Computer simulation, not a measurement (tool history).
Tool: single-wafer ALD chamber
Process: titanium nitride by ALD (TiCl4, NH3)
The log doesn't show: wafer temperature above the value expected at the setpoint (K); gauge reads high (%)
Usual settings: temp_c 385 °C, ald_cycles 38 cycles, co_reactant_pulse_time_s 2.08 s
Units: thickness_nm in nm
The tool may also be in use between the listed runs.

run	day	temp_c	ald_cycles	co_reactant_pulse_time_s	wafers since the last listed run	hours since the last thermocouple change	hours since the showerhead was replaced	hours since the gauge calibration	read-back reference wafer on the same gauge, thickness_nm	thickness_nm
1	0.000	385	38	2.08	0	1210.9	4072.1	594.5	0.977	0.835
2	0.971	385	38	2.08	119	1234.2	4095.4	617.8	0.977	0.834
3	1.492	385	38	2.08	64	1246.7	4107.9	630.3	0.977	0.836
4	2.146	385	38	2.08	80	1262.4	4123.6	646.0	0.977	0.835
5	3.138	385	38	2.08	121	1286.2	4147.4	669.8	0.976	0.838
# day 6.046: gauge calibrated
6	6.275	385	38	1.52	385	1361.5	4222.7	5.5	0.976	0.818
7	7.608	385	38	1.52	163	1393.5	4254.7	37.5	0.977	0.820
8	8.412	385	38	1.52	98	1412.8	4274.0	56.8	0.977	0.819
9	9.329	385	38	2.08	112	1434.8	4296.0	78.8	0.977	0.837
10	12.600	385	38	2.08	402	1513.3	4374.5	157.3	0.978	0.830
11	13.212	393	38	2.08	75	1528.0	4389.2	172.0	0.977	0.843
12	14.396	385	38	2.08	145	1556.4	4417.6	200.4	0.977	0.836
13	15.333	385	38	2.65	115	1578.9	4440.1	222.9	0.977	0.845
# day 16.046: thermocouple changed; heater temperature recalibrated
14	16.575	385	38	2.65	111	12.7	4469.9	252.7	0.977	0.843
15	17.646	385	38	2.65	131	38.4	4495.6	278.4	0.977	0.846
16	19.025	385	40	2.08	169	71.5	4528.7	311.5	0.977	0.878
17	19.529	385	38	2.08	61	83.6	4540.8	323.6	0.978	0.837
18	20.833	385	38	2.08	160	114.9	4572.1	354.9	0.978	0.835
19	22.104	385	38	2.08	156	145.4	4602.6	385.4	0.976	0.833
20	23.433	374	38	2.61	163	177.3	4634.5	417.3	0.977	0.841
# day 23.817: showerhead replaced
21	23.954	385	41	1.75	23	189.8	3.3	429.8	0.977	0.893
22	24.921	396	41	1.31	118	213.0	26.5	453.0	0.977	0.891
23	27.521	392	34	2.08	319	275.4	88.9	515.4	0.977	0.749
24	28.079	385	31	1.27	68	288.8	102.3	528.8	0.978	0.662
25	29.312	385	38	2.76	151	318.4	131.9	558.4	0.977	0.845
26	30.175	393	42	2.08	106	339.1	152.6	579.1	0.977	0.930
# day 30.550: gauge calibrated
27	30.729	385	38	2.08	68	352.4	165.9	4.3	0.977	0.836
28	31.633	385	43	2.43	111	374.1	187.6	26.0	0.977	0.951
29	32.804	398	38	2.08	143	402.2	215.7	54.1	0.977	0.846
30	33.650	379	33	2.08	104	422.5	236.0	74.4	0.977	0.725
31	34.317	385	38	2.08	81	438.5	252.0	90.4	0.977	0.838
32	35.596	385	34	2.08	157	469.2	282.7	121.1	0.977	0.748
33	37.083	385	31	1.29	182	504.9	318.4	156.8	0.977	0.662
34	38.350	394	42	2.29	155	535.3	348.8	187.2	0.977	0.933
35	39.638	392	33	1.52	158	566.2	379.7	218.1	0.978	0.717

3 ways to go on from here, each from the tool as it stands after run 35. What would each give?
A	39.658	385	38	2.08	2	566.7	380.2	218.6	?	?
B	39.658	391	41	2.08	2	566.7	380.2	218.6	?	?
C	39.658	385	38	1.74	2	566.7	380.2	218.6	?	?

run	read-back reference wafer on the same gauge, thickness_nm	thickness_nm
A	0.977	0.836
B	0.977	0.906
C	0.977	0.828
Without the tool's hidden state the same runs would have given:
run	thickness_nm
A	0.836
B	0.906
C	0.828

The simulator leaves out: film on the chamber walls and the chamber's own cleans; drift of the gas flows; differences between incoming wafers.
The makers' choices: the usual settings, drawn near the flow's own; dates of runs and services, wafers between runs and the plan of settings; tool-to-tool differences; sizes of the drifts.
